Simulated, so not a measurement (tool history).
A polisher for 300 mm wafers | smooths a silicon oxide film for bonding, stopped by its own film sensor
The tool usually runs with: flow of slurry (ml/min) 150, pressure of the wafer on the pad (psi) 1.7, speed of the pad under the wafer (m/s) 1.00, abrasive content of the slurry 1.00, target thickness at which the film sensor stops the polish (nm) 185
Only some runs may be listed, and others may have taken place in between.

run   hour  flow of slurry (ml/min)  pressure of the wafer on the pad (psi)  speed of the pad under the wafer (m/s)  abrasive content of the slurry  target thickness at which the film sensor stops the polish (nm)  incoming thickness of the incoming film, nm  time until the film sensor stopped the polish (s)
  1    0.0                      150                                     1.7                                    1.00                            1.00                                                              185                                        230.0                                               92.0
  2    8.1                      150                                     1.7                                    1.00                            1.00                                                              185                                        229.8                                               94.5
  3   21.6                      150                                     1.7                                    1.00                            1.00                                                              185                                        233.1                                               99.6
  4   35.3                      150                                     1.7                                    1.00                            1.00                                                              178                                        232.8                                              116.9
  5   45.0                      150                                     1.7                                    1.08                            1.00                                                              185                                        231.5                                               91.5
      49.1  -- worn pad replaced by a new one
  6   53.4                      150                                     1.7                                    1.08                            1.00                                                              185                                        225.2                                               69.9
  7   61.8                      150                                     1.7                                    1.08                            1.00                                                              185                                        230.9                                               83.0
  8   71.6                      150                                     1.7                                    1.00                            0.85                                                              185                                        230.7                                               95.2
  9   78.8                      150                                     1.7                                    1.00                            0.85                                                              185                                        235.2                                              110.6
 10   86.1                      150                                     1.7                                    1.00                            1.00                                                              185                                        231.6                                               96.0
 11   94.6                      150                                     1.7                                    1.00                            1.00                                                              185                                        234.3                                               98.4
     104.8  -- head pressure recalibrated
 12  107.8                      150                                     1.7                                    1.00                            1.00                                                              185                                        232.2                                               95.1
     124.5  -- slurry nozzle cleaned
 13  125.0                      150                                     1.7                                    1.20                            1.00                                                              200                                        228.8                                               51.4
     136.8  -- worn pad replaced by a new one
 14  137.3                      150                                     1.7                                    1.00                            1.00                                                              185                                        228.8                                               81.7
 15  146.6                      135                                     1.7                                    1.00                            1.00                                                              190                                        231.0                                               78.3
 16  154.2                      150                                     2.1                                    1.00                            1.10                                                              185                                        234.4                                               77.3
 17  166.9                      120                                     1.2                                    1.00                            1.00                                                              185                                        227.5                                              118.6
 18  173.4                      180                                     1.7                                    0.70                            0.70                                                              185                                        232.5                                              153.1
     201.0  -- slurry blender recalibrated
 19  207.4                      150                                     1.7                                    1.00                            1.00                                                              185                                        231.9                                               98.5
 20  225.4                      150                                     2.2                                    0.80                            1.00                                                              177                                        231.8                                              108.9
 21  232.1                      170                                     1.7                                    1.00                            1.00                                                              185                                        229.7                                               91.6
     236.7  -- worn pad replaced by a new one
 22  247.1                      150                                     1.7                                    1.00                            1.00                                                              185                                        230.2                                               85.8
 23  263.2                      150                                     1.7                                    1.00                            1.00                                                              185                                        229.4                                               88.5
 24  271.7                      150                                     1.7                                    1.30                            1.00                                                              176                                        229.4                                               86.9
 25  289.7                      150                                     1.7                                    1.00                            0.75                                                              196                                        229.8                                               82.2

Alternative continuations, all from the tool just after run 25; predict every row:
  A  290.1                      150                                     1.7                                    1.00                            1.00                                                              185                                        228.6                                                  ?
  B  290.1                      125                                     1.7                                    1.00                            1.00                                                              174                                        228.6                                                  ?
  C  290.1                      150                                     1.7                                    1.00                            1.00                                                              191                                        228.6                                                  ?

run  time until the film sensor stopped the polish (s)
  A                                               92.8
  B                                              119.6
  C                                               80.0
Without the tool's hidden state the same runs would have given:
run  time until the film sensor stopped the polish (s)
  A                                               82.8
  B                                              106.7
  C                                               71.4
